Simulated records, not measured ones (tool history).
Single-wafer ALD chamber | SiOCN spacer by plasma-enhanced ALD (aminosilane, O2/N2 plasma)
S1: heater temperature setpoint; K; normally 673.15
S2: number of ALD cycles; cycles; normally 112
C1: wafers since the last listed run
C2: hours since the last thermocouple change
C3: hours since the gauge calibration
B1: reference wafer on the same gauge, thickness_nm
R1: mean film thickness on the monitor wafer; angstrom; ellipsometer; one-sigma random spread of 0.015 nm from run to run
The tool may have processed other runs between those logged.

Run 1, hour 0.0: usual settings but S2 130 cycles; C1 0; C2 1420.2; C3 680.9; B1 6.314. Result: R1 70.21 angstrom.
Run 2, hour 24.2: usual settings but S2 130 cycles; C1 71; C2 1444.4; C3 705.1; B1 6.315. Result: R1 70.61 angstrom.
Run 3, hour 93.6: usual settings but S2 130 cycles; C1 205; C2 1513.8; C3 774.5; B1 6.315. Result: R1 70.23 angstrom.
Run 4, hour 120.0: usual settings; C1 78; C2 1540.2; C3 800.9; B1 6.321. Result: R1 60.98 angstrom.
Run 5, hour 153.2: usual settings; C1 98; C2 1573.4; C3 834.1; B1 6.319. Result: R1 60.58 angstrom.
Run 6, hour 194.6: usual settings but S2 95 cycles; C1 122; C2 1614.8; C3 875.5; B1 6.314. Result: R1 51.52 angstrom.
Run 7, hour 228.2: usual settings but S2 95 cycles; C1 99; C2 1648.4; C3 909.1; B1 6.316. Result: R1 51.46 angstrom.
Run 8, hour 291.8: usual settings but S1 680.15 K; C1 188; C2 1712.0; C3 972.7; B1 6.320. Result: R1 59.53 angstrom.
Run 9, hour 331.2: usual settings; C1 116; C2 1751.4; C3 1012.1; B1 6.318. Result: R1 60.87 angstrom.
Run 10, hour 376.8: usual settings; C1 134; C2 1797.0; C3 1057.7; B1 6.325. Result: R1 60.76 angstrom.
Run 11, hour 418.0: usual settings; C1 121; C2 1838.2; C3 1098.9; B1 6.325. Result: R1 60.66 angstrom.
Run 12, hour 447.2: usual settings; C1 86; C2 1867.4; C3 1128.1; B1 6.319. Result: R1 60.61 angstrom.
At hour 630.0: gauge calibrated.
Run 13, hour 636.8: usual settings; C1 561; C2 2057.0; C3 6.8; B1 6.226. Result: R1 60.02 angstrom.
At hour 646.2: thermocouple changed; heater temperature recalibrated.
Run 14, hour 688.3: usual settings but S1 679.15 K, S2 104 cycles; C1 128; C2 42.1; C3 58.3; B1 6.232. Result: R1 54.81 angstrom.
Run 15, hour 747.5: usual settings but S1 676.15 K, S2 118 cycles; C1 175; C2 101.3; C3 117.5; B1 6.241. Result: R1 62.61 angstrom.
Run 16, hour 803.4: usual settings but S1 676.15 K, S2 118 cycles; C1 165; C2 157.2; C3 173.4; B1 6.255. Result: R1 62.78 angstrom.
Run 17, hour 833.9: usual settings but S1 676.15 K, S2 118 cycles; C1 90; C2 187.7; C3 203.9; B1 6.256. Result: R1 62.93 angstrom.
Run 18, hour 872.5: usual settings but S1 687.15 K; C1 114; C2 226.3; C3 242.5; B1 6.258. Result: R1 58.18 angstrom.
Run 19, hour 909.3: usual settings but S2 101 cycles; C1 108; C2 263.1; C3 279.3; B1 6.268. Result: R1 54.18 angstrom.

Run 20 has not been measured yet. What should we expect?
Run 20, hour 963.3: usual settings but S1 678.15 K, S2 101 cycles; C1 159; C2 317.1; C3 333.3; B1 ?. Result: R1 ?.

For run 20 the tool returned B1 6.272, R1 53.63 angstrom.
If the tool had no hidden condition, the same run with the same run-to-run variation would have returned R1 53.39 angstrom.
